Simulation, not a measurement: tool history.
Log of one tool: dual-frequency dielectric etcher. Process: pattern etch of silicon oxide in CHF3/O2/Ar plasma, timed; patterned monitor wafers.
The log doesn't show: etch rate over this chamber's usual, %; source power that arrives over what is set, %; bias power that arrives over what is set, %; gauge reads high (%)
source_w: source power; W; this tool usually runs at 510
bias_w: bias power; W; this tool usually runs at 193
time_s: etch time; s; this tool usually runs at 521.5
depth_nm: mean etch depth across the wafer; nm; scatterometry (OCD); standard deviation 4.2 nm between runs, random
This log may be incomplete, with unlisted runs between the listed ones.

run,hour,source_w,bias_w,time_s,wafers since the last listed run,hours since the last wet clean,hours since the last source power generator calibration,hours since the last bias power generator calibration,hours since the last upper electrode change,hours since the gauge calibration,"read-back reference wafer on the same gauge, depth_nm",depth_nm
1,0.0,510,193,521.5,0,556.4,130.5,1601.1,220.5,1305.6,818.6,991.5
2,88.2,510,219,521.5,356,644.6,218.7,1689.3,308.7,1393.8,818.2,1041.7
3,153.6,510,219,521.5,264,710.0,284.1,1754.7,374.1,1459.2,819.2,1038.8
4,231.8,510,219,521.5,315,788.2,362.3,1832.9,452.3,1537.4,818.7,1041.7
# hour 307.2: wet clean of the chamber
# hour 350.1: bias power generator calibrated
5,490.6,510,193,521.5,932,183.4,621.1,140.5,711.1,1796.2,817.3,973.5
6,557.0,570,193,521.5,268,249.8,687.5,206.9,777.5,1862.6,819.7,1024.7
7,616.3,620,193,566.0,239,309.1,746.8,266.2,836.8,1921.9,816.8,1159.1
8,659.5,610,193,628.0,174,352.3,790.0,309.4,880.0,1965.1,818.9,1277.2
9,708.9,510,193,521.5,199,401.7,839.4,358.8,929.4,2014.5,817.3,979.8
10,785.7,590,178,411.5,310,478.5,916.2,435.6,1006.2,2091.3,818.7,804.1
11,839.2,510,193,521.5,216,532.0,969.7,489.1,1059.7,2144.8,818.8,983.3
12,893.1,430,160,474.0,217,585.9,1023.6,543.0,1113.6,2198.7,817.9,766.8
13,946.4,510,193,521.5,215,639.2,1076.9,596.3,1166.9,2252.0,817.4,988.4
# hour 994.5: gauge calibrated
# hour 996.2: wet clean of the chamber
14,1041.5,400,193,521.5,287,45.3,1172.0,691.4,1262.0,47.0,818.0,875.2
15,1123.0,570,233,631.5,329,126.8,1253.5,772.9,1343.5,128.5,818.9,1347.9
16,1387.7,510,193,521.5,1069,391.5,1518.2,1037.6,1608.2,393.2,816.7,988.7
17,1480.2,510,240,521.5,373,484.0,1610.7,1130.1,1700.7,485.7,818.6,1071.0
18,1521.7,430,170,643.0,167,525.5,1652.2,1171.6,1742.2,527.2,817.7,1068.6
19,1625.9,510,193,593.0,420,629.7,1756.4,1275.8,1846.4,631.4,817.7,1116.5
20,1713.6,510,193,521.5,354,717.4,1844.1,1363.5,1934.1,719.1,818.4,997.4
21,1763.6,510,193,465.5,201,767.4,1894.1,1413.5,1984.1,769.1,817.7,882.5
# hour 1789.3: wet clean of the chamber
22,1802.7,610,154,623.0,60,13.4,1933.2,1452.6,2023.2,808.2,818.0,1178.0
23,1887.7,430,193,521.5,343,98.4,2018.2,1537.6,2108.2,893.2,819.0,917.3
24,1989.5,510,193,521.5,411,200.2,2120.0,1639.4,2210.0,995.0,819.2,991.5
25,2026.2,600,166,521.5,148,236.9,2156.7,1676.1,2246.7,1031.7,818.2,1010.6
# hour 2054.1: bias power generator calibrated
26,2105.7,590,233,606.0,304,316.4,2236.2,51.6,2326.2,1111.2,818.1,1305.6
27,2203.0,510,193,466.5,393,413.7,2333.5,148.9,2423.5,1208.5,817.0,872.4
28,2295.7,510,193,595.5,374,506.4,2426.2,241.6,2516.2,1301.2,818.8,1113.6

5 options for the next run, each taken on its own from the tool as it stands now. Forecast them:
A,2296.3,510,193,521.5,2,507.0,2426.8,242.2,2516.8,1301.8,?,?
B,2296.3,580,193,521.5,2,507.0,2426.8,242.2,2516.8,1301.8,?,?
C,2296.3,580,229,620.5,2,507.0,2426.8,242.2,2516.8,1301.8,?,?
D,2296.3,510,229,521.5,2,507.0,2426.8,242.2,2516.8,1301.8,?,?
E,2296.3,510,214,663.0,2,507.0,2426.8,242.2,2516.8,1301.8,?,?

run,"read-back reference wafer on the same gauge, depth_nm",depth_nm
A,819.3,980.4
B,819.3,1040.6
C,819.3,1320.9
D,819.3,1046.6
E,819.3,1296.4
Without the tool's hidden state the same runs would have given:
run,depth_nm
A,975.3
B,1035.2
C,1313.8
D,1040.9
E,1289.5
